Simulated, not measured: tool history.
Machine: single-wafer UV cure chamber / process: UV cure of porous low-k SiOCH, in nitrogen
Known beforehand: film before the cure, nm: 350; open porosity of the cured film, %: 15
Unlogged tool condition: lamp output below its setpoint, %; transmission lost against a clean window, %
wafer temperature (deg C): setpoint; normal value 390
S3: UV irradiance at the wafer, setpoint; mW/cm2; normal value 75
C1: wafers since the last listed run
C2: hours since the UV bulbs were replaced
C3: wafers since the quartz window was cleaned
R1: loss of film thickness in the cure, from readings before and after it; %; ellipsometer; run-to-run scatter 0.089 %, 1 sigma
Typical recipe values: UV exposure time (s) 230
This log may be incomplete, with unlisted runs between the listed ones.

run 1 hour=0 | wafer_temperature_(deg_C)=390 UV_exposure_time_(s)=230 S3=75 | C1=0 C2=2825.5 C3=15 | R1=9.282
run 2 hour=15 | wafer_temperature_(deg_C)=390 UV_exposure_time_(s)=230 S3=75 | C1=156 C2=2840.5 C3=172 | R1=9.133
run 3 hour=41.2 | wafer_temperature_(deg_C)=390 UV_exposure_time_(s)=230 S3=75 | C1=274 C2=2866.7 C3=446 | R1=9.3
run 4 hour=68.5 | wafer_temperature_(deg_C)=390 UV_exposure_time_(s)=230 S3=75 | C1=285 C2=2894 C3=731 | R1=9.021
run 5 hour=89.5 | wafer_temperature_(deg_C)=390 UV_exposure_time_(s)=325 S3=75 | C1=219 C2=2915 C3=951 | R1=10.632
run 6 hour=109.7 | wafer_temperature_(deg_C)=390 UV_exposure_time_(s)=335 S3=75 | C1=211 C2=2935.2 C3=1162 | R1=10.491
-- hour=119.1 quartz window cleaned
run 7 hour=131.4 | wafer_temperature_(deg_C)=390 UV_exposure_time_(s)=230 S3=75 | C1=143 C2=2956.9 C3=128 | R1=9.197
run 8 hour=165.4 | wafer_temperature_(deg_C)=390 UV_exposure_time_(s)=230 S3=75 | C1=355 C2=2990.9 C3=483 | R1=9.194
run 9 hour=190.8 | wafer_temperature_(deg_C)=390 UV_exposure_time_(s)=230 S3=75 | C1=265 C2=3016.3 C3=749 | R1=9.163
run 10 hour=220 | wafer_temperature_(deg_C)=390 UV_exposure_time_(s)=230 S3=75 | C1=305 C2=3045.5 C3=1054 | R1=8.939
-- hour=240.8 quartz window cleaned
run 11 hour=242.4 | wafer_temperature_(deg_C)=390 UV_exposure_time_(s)=230 S3=75 | C1=150 C2=3067.9 C3=16 | R1=9.394
run 12 hour=274 | wafer_temperature_(deg_C)=395 UV_exposure_time_(s)=230 S3=54 | C1=330 C2=3099.5 C3=347 | R1=7.983
run 13 hour=308.8 | wafer_temperature_(deg_C)=390 UV_exposure_time_(s)=230 S3=75 | C1=363 C2=3134.3 C3=711 | R1=9.106
-- hour=319 UV bulbs replaced
-- hour=367.8 quartz window cleaned
run 14 hour=407.9 | wafer_temperature_(deg_C)=372 UV_exposure_time_(s)=230 S3=75 | C1=869 C2=88.9 C3=418 | R1=8.93
run 15 hour=431.6 | wafer_temperature_(deg_C)=390 UV_exposure_time_(s)=230 S3=75 | C1=247 C2=112.6 C3=666 | R1=9.013
run 16 hour=443.7 | wafer_temperature_(deg_C)=390 UV_exposure_time_(s)=230 S3=75 | C1=126 C2=124.7 C3=793 | R1=8.924
run 17 hour=468.6 | wafer_temperature_(deg_C)=403 UV_exposure_time_(s)=230 S3=75 | C1=260 C2=149.6 C3=1053 | R1=9.068
run 18 hour=490 | wafer_temperature_(deg_C)=373 UV_exposure_time_(s)=95 S3=89 | C1=223 C2=171 C3=1277 | R1=5.883

Run 19, settings as shown, results not yet in. Your forecast:
-- hour=509.2 quartz window cleaned
run 19 hour=509.7 | wafer_temperature_(deg_C)=402 UV_exposure_time_(s)=230 S3=75 | C1=122 C2=190.7 C3=5 | R1=?

{"run 19": {"R1": 9.42}}
Without the tool's hidden state the same run would have given R1 9.493 %.
